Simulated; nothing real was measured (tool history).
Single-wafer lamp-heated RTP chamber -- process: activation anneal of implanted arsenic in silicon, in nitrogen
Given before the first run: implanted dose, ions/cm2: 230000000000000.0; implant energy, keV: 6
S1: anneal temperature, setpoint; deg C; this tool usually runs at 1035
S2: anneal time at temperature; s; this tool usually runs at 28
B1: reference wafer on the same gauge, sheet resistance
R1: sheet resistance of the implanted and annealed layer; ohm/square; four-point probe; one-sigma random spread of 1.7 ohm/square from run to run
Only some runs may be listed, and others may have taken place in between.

run	day	S1	S2	B1	R1
1	0.000	1021	28	457.29	403.83
2	1.125	1021	28	456.46	399.19
3	2.625	1025	23	455.15	406.58
4	4.100	1025	23	455.71	406.38
5	5.512	1051	39	455.26	381.68
6	6.683	1045	22	456.52	397.60
7	7.300	1045	22	456.32	398.02
8	8.354	1035	23	456.63	399.22
9	9.842	1062	12	456.24	403.95
10	11.279	1035	28	456.37	398.22
11	11.958	1006	17	454.80	421.01
12	13.321	1006	34	456.39	410.91
13	13.829	1035	28	455.85	393.52
14	14.596	1012	44	455.71	400.27
15	15.438	1016	21	455.82	408.57
16	16.288	1005	28	455.93	413.68
17	17.621	1035	28	455.96	399.63

Not shown: 4 entries that the log had between the listed runs. Between which runs, and how does the tool's hidden state differ before and after?
From run 1 to run 2: gauge calibrated (day 0.275)
  the hidden state is the same at both runs
From run 8 to run 9: pyrometer window cleaned and pyrometer calibrated (day 8.950)
  the hidden state is the same at both runs
From run 9 to run 10: reflector plate cleaned (day 10.733)
  the hidden state is the same at both runs
From run 11 to run 12: gauge calibrated (day 12.483)
  the hidden state is the same at both runs
